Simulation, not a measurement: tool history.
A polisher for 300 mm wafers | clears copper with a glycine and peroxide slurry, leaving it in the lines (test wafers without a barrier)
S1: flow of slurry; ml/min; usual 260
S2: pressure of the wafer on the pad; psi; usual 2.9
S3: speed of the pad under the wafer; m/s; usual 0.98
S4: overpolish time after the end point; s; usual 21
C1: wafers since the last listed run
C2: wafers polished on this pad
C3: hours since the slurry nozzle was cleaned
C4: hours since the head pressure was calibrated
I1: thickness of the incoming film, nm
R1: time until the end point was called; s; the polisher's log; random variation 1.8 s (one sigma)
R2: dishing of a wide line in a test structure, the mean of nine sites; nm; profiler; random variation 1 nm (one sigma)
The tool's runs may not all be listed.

{"run": 1, "hour": 0.0, "S1": 260, "S2": 2.9, "S3": 0.98, "S4": 27, "C1": 0, "C2": 2197, "C3": 547.7, "C4": 340.5, "I1": 693.3, "R1": 147.5, "R2": 75.9}
{"run": 2, "hour": 34.2, "S1": 260, "S2": 2.9, "S3": 0.98, "S4": 27, "C1": 269, "C2": 2467, "C3": 581.9, "C4": 374.7, "I1": 706.5, "R1": 147.4, "R2": 76.6}
{"run": 3, "hour": 84.7, "S1": 260, "S2": 2.9, "S3": 0.98, "S4": 27, "C1": 398, "C2": 2866, "C3": 632.4, "C4": 425.2, "I1": 684.8, "R1": 142.7, "R2": 76.6}
{"run": 4, "hour": 111.4, "S1": 260, "S2": 2.9, "S3": 0.98, "S4": 21, "C1": 210, "C2": 3076, "C3": 659.1, "C4": 451.9, "I1": 694.6, "R1": 145.8, "R2": 62.3}
{"hour": 130.6, "done": "worn pad replaced by a new one"}
{"run": 5, "hour": 151.0, "S1": 260, "S2": 2.9, "S3": 0.98, "S4": 21, "C1": 280, "C2": 161, "C3": 698.7, "C4": 491.5, "I1": 694.2, "R1": 145.7, "R2": 63.4}
{"run": 6, "hour": 212.5, "S1": 260, "S2": 2.9, "S3": 0.98, "S4": 21, "C1": 485, "C2": 646, "C3": 760.2, "C4": 553.0, "I1": 697.5, "R1": 149.9, "R2": 63.4}
{"run": 7, "hour": 244.0, "S1": 260, "S2": 3.3, "S3": 1.04, "S4": 21, "C1": 248, "C2": 894, "C3": 791.7, "C4": 584.5, "I1": 696.7, "R1": 129.9, "R2": 70.0}
{"run": 8, "hour": 298.0, "S1": 260, "S2": 3.3, "S3": 1.04, "S4": 21, "C1": 426, "C2": 1321, "C3": 845.7, "C4": 638.5, "I1": 703.3, "R1": 134.4, "R2": 69.3}
{"run": 9, "hour": 347.5, "S1": 260, "S2": 3.3, "S3": 1.04, "S4": 21, "C1": 390, "C2": 1711, "C3": 895.2, "C4": 688.0, "I1": 699.2, "R1": 132.6, "R2": 70.8}
{"hour": 372.7, "done": "slurry nozzle cleaned"}
{"run": 10, "hour": 406.8, "S1": 260, "S2": 2.2, "S3": 0.98, "S4": 11, "C1": 460, "C2": 2171, "C3": 34.1, "C4": 747.3, "I1": 696.3, "R1": 159.1, "R2": 35.6}
{"run": 11, "hour": 450.6, "S1": 260, "S2": 2.2, "S3": 0.98, "S4": 11, "C1": 345, "C2": 2517, "C3": 77.9, "C4": 791.1, "I1": 697.8, "R1": 162.6, "R2": 34.9}
{"run": 12, "hour": 501.7, "S1": 260, "S2": 2.2, "S3": 0.98, "S4": 11, "C1": 403, "C2": 2920, "C3": 129.0, "C4": 842.2, "I1": 681.1, "R1": 156.3, "R2": 35.7}
{"run": 13, "hour": 528.1, "S1": 325, "S2": 2.0, "S3": 0.98, "S4": 21, "C1": 208, "C2": 3129, "C3": 155.4, "C4": 868.6, "I1": 695.2, "R1": 163.0, "R2": 58.0}
{"hour": 588.9, "done": "worn pad replaced by a new one, of another model than before"}
{"run": 14, "hour": 595.9, "S1": 260, "S2": 2.3, "S3": 0.98, "S4": 21, "C1": 503, "C2": 55, "C3": 223.2, "C4": 936.4, "I1": 687.2, "R1": 148.4, "R2": 62.8}
{"run": 15, "hour": 666.9, "S1": 230, "S2": 2.6, "S3": 0.88, "S4": 9, "C1": 560, "C2": 615, "C3": 294.2, "C4": 1007.4, "I1": 683.6, "R1": 153.8, "R2": 31.5}
{"run": 16, "hour": 721.9, "S1": 260, "S2": 2.9, "S3": 0.98, "S4": 21, "C1": 434, "C2": 1049, "C3": 349.2, "C4": 1062.4, "I1": 704.9, "R1": 141.2, "R2": 65.4}
{"run": 17, "hour": 777.2, "S1": 260, "S2": 3.3, "S3": 0.98, "S4": 21, "C1": 436, "C2": 1486, "C3": 404.5, "C4": 1117.7, "I1": 693.0, "R1": 131.0, "R2": 68.4}
{"run": 18, "hour": 842.3, "S1": 260, "S2": 2.9, "S3": 0.98, "S4": 21, "C1": 513, "C2": 1999, "C3": 469.6, "C4": 1182.8, "I1": 696.8, "R1": 137.1, "R2": 66.9}
{"run": 19, "hour": 881.7, "S1": 330, "S2": 2.0, "S3": 0.66, "S4": 28, "C1": 310, "C2": 2310, "C3": 509.0, "C4": 1222.2, "I1": 701.2, "R1": 182.5, "R2": 67.9}
{"run": 20, "hour": 939.5, "S1": 260, "S2": 2.9, "S3": 0.98, "S4": 26, "C1": 456, "C2": 2766, "C3": 566.8, "C4": 1280.0, "I1": 702.3, "R1": 140.0, "R2": 77.0}
{"run": 21, "hour": 996.5, "S1": 260, "S2": 2.0, "S3": 0.98, "S4": 21, "C1": 449, "C2": 3216, "C3": 623.8, "C4": 1337.0, "I1": 707.0, "R1": 161.2, "R2": 60.9}
{"hour": 1063.0, "done": "worn pad replaced by a new one"}
{"hour": 1110.3, "done": "head pressure recalibrated"}
{"hour": 1179.5, "done": "slurry nozzle cleaned"}
{"run": 22, "hour": 1211.4, "S1": 260, "S2": 2.1, "S3": 0.98, "S4": 15, "C1": 1640, "C2": 1147, "C3": 31.9, "C4": 101.1, "I1": 694.1, "R1": 149.2, "R2": 48.4}
{"run": 23, "hour": 1330.3, "S1": 260, "S2": 2.9, "S3": 0.98, "S4": 21, "C1": 938, "C2": 2086, "C3": 150.8, "C4": 220.0, "I1": 699.2, "R1": 136.2, "R2": 67.9}
{"run": 24, "hour": 1368.1, "S1": 260, "S2": 2.9, "S3": 0.98, "S4": 11, "C1": 298, "C2": 2384, "C3": 188.6, "C4": 257.8, "I1": 699.4, "R1": 141.2, "R2": 42.0}

Forecast run 25:
{"run": 25, "hour": 1424.3, "S1": 260, "S2": 2.9, "S3": 0.98, "S4": 21, "C1": 443, "C2": 2827, "C3": 244.8, "C4": 314.0, "I1": 696.4, "R1": "?", "R2": "?"}

R1: 137.1 s
R2: 67.6 nm
Without the tool's hidden state the same run would have given R1 133.7 s, R2 68.8 nm.
